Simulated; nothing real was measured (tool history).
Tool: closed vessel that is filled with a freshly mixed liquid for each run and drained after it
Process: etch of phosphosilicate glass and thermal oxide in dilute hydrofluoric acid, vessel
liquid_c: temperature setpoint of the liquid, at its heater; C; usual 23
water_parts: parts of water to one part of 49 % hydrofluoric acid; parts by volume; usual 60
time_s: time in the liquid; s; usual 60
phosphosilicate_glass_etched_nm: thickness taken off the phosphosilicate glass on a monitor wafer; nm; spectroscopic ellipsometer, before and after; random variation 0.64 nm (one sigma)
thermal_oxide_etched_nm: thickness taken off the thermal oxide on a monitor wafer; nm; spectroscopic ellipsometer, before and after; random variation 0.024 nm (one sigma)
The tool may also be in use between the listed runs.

run	hour	liquid_c	water_parts	time_s	read-back film thickness of the phosphosilicate glass reference wafer, read on the same gauge (nm)	read-back film thickness of the thermal oxide reference wafer, read on the same gauge (nm)	phosphosilicate_glass_etched_nm	thermal_oxide_etched_nm
1	0	23	60	60	80.01	129.988	91.95	4.894
2	27.7	23	60	60	80	130.01	92.02	4.88
3	48.6	23	35	60	79.99	129.986	160.84	8.648
4	69.4	23	35	60	80.02	129.994	161.16	8.629
5	114.3	23	35	60	80	130.003	162.48	8.592
# hour 171.6: hydrofluoric acid flow meter replaced
6	200.9	23	40	60	80.01	130.006	141.27	7.369
7	213.5	20	75	60	79.96	129.982	63.43	3.313
8	228.5	23	60	60	80.03	130.008	90.86	4.767
9	262.7	23	60	50	80	130.014	75.15	4.021
# hour 266.8: gauge calibrated
10	282.4	25.5	60	80	80	130.007	133.06	6.989
11	312.2	27.5	45	60	80.01	129.969	148.42	7.763
12	330.8	24.5	45	35	79.99	129.996	76.03	3.991
13	358.4	26	85	60	80.01	130.003	69.22	3.658
14	379.3	25.5	70	60	79.98	129.992	83.66	4.411
15	410	23	60	60	80.01	129.996	89.82	4.684
16	434.4	23	60	60	80.03	130.004	89.01	4.722
17	459.4	23	60	60	80	130.006	88.1	4.733
18	480.6	23	60	75	80	130.005	110.45	5.862
19	508.1	23	60	60	80.02	129.997	88.99	4.669
20	522.8	27	60	60	80.04	130.008	105.33	5.448
21	557.6	23	60	60	80.04	129.973	89.03	4.656
22	581.3	21.5	85	60	80	130.015	57.16	3.009
23	603.6	23	80	60	80.01	130.014	64.38	3.4
24	621.8	18.5	85	85	80	130.013	71.06	3.767
25	647.3	23	60	80	80.01	130.003	117.43	6.133
26	669.1	19	35	50	80.03	129.992	108.24	5.746
27	687.1	19	60	70	80	130.009	85.27	4.534

The tool's hidden state at each run:
hydrofluoric acid flow above the setpoint (%): 0 in every run
gauge reads high (%): 0 in every run
H1: liquid colder than its thermometer reads (K)
run	H1
1	0.14
2	0.195
3	0.236
4	0.277
5	0.366
6	0.536
7	0.561
8	0.591
9	0.658
10	0.697
11	0.756
12	0.793
13	0.847
14	0.888
15	0.949
16	0.997
17	1.05
18	1.09
19	1.14
20	1.17
21	1.24
22	1.29
23	1.33
24	1.37
25	1.42
26	1.46
27	1.5
